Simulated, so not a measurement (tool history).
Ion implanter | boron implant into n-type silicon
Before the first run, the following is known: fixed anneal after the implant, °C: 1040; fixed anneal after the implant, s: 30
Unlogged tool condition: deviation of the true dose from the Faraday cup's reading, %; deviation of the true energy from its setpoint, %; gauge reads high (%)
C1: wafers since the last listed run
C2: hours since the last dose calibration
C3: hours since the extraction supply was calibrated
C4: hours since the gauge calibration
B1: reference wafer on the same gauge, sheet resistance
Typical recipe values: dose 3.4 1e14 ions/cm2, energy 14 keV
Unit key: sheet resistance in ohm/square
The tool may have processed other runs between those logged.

{"run": 1, "day": 0.0, "dose": 3.4, "energy": 14, "C1": 0, "C2": 310.8, "C3": 3862.6, "C4": 356.7, "B1": 312.7, "sheet resistance": 277.46}
{"run": 2, "day": 2.075, "dose": 3.4, "energy": 14, "C1": 1570, "C2": 360.6, "C3": 3912.4, "C4": 406.5, "B1": 312.95, "sheet resistance": 277.48}
{"run": 3, "day": 3.146, "dose": 3.4, "energy": 14, "C1": 810, "C2": 386.3, "C3": 3938.1, "C4": 432.2, "B1": 313.44, "sheet resistance": 277.18}
{"run": 4, "day": 5.729, "dose": 3.4, "energy": 14, "C1": 1955, "C2": 448.3, "C3": 4000.1, "C4": 494.2, "B1": 312.13, "sheet resistance": 281.62}
{"run": 5, "day": 7.896, "dose": 3.4, "energy": 18, "C1": 1640, "C2": 500.3, "C3": 4052.1, "C4": 546.2, "B1": 312.61, "sheet resistance": 271.08}
{"run": 6, "day": 10.392, "dose": 3.4, "energy": 18, "C1": 1889, "C2": 560.2, "C3": 4112, "C4": 606.1, "B1": 313.89, "sheet resistance": 271.53}
{"day": 14.492, "done": "Faraday cup replaced and dose calibrated"}
{"run": 7, "day": 15.142, "dose": 3.18, "energy": 14, "C1": 3343, "C2": 15.6, "C3": 4226, "C4": 720.1, "B1": 313.32, "sheet resistance": 302.3}
{"run": 8, "day": 17.633, "dose": 3.18, "energy": 14, "C1": 1886, "C2": 75.4, "C3": 4285.8, "C4": 779.9, "B1": 312.66, "sheet resistance": 298.22}
{"day": 19.092, "done": "extraction supply calibrated"}
{"run": 9, "day": 20.346, "dose": 3.18, "energy": 14, "C1": 1801, "C2": 140.5, "C3": 30.1, "C4": 845, "B1": 313.04, "sheet resistance": 298.44}
{"day": 22.004, "done": "gauge calibrated"}
{"run": 10, "day": 22.05, "dose": 3.4, "energy": 14, "C1": 1290, "C2": 181.4, "C3": 71, "C4": 1.1, "B1": 313.2, "sheet resistance": 280.5}
{"run": 11, "day": 30.929, "dose": 4.19, "energy": 11, "C1": 6721, "C2": 394.5, "C3": 284.1, "C4": 214.2, "B1": 312.79, "sheet resistance": 240.59}
{"run": 12, "day": 33.504, "dose": 3.96, "energy": 14, "C1": 1949, "C2": 456.3, "C3": 345.9, "C4": 276, "B1": 312.71, "sheet resistance": 244.09}
{"run": 13, "day": 35.25, "dose": 3.96, "energy": 18.5, "C1": 1321, "C2": 498.2, "C3": 387.8, "C4": 317.9, "B1": 312.6, "sheet resistance": 239.54}
{"run": 14, "day": 36.517, "dose": 2.77, "energy": 14, "C1": 958, "C2": 528.6, "C3": 418.2, "C4": 348.3, "B1": 313.02, "sheet resistance": 329.61}
{"run": 15, "day": 38.596, "dose": 3.4, "energy": 16.5, "C1": 1573, "C2": 578.5, "C3": 468.1, "C4": 398.2, "B1": 313.6, "sheet resistance": 271.19}
{"run": 16, "day": 40.221, "dose": 3.4, "energy": 14, "C1": 1230, "C2": 617.5, "C3": 507.1, "C4": 437.2, "B1": 313.08, "sheet resistance": 278.08}
{"run": 17, "day": 42.738, "dose": 3.07, "energy": 9, "C1": 1905, "C2": 677.9, "C3": 567.5, "C4": 497.6, "B1": 313.31, "sheet resistance": 318.26}
{"run": 18, "day": 45.342, "dose": 2.47, "energy": 10.5, "C1": 1971, "C2": 740.4, "C3": 630, "C4": 560.1, "B1": 312.89, "sheet resistance": 373}

Hidden state, per run?
deviation of the true energy from its setpoint, %: 0 across all the runs
gauge reads high (%): 0 across all the runs
H1: deviation of the true dose from the Faraday cup's reading, %
run=1 H1=2.77
run=2 H1=2.96
run=3 H1=3.04
run=4 H1=3.21
run=5 H1=3.31
run=6 H1=3.41
run=7 H1=0.215
run=8 H1=0.991
run=9 H1=1.64
run=10 H1=1.96
run=11 H1=2.98
run=12 H1=3.14
run=13 H1=3.23
run=14 H1=3.29
run=15 H1=3.36
run=16 H1=3.41
run=17 H1=3.47
run=18 H1=3.52
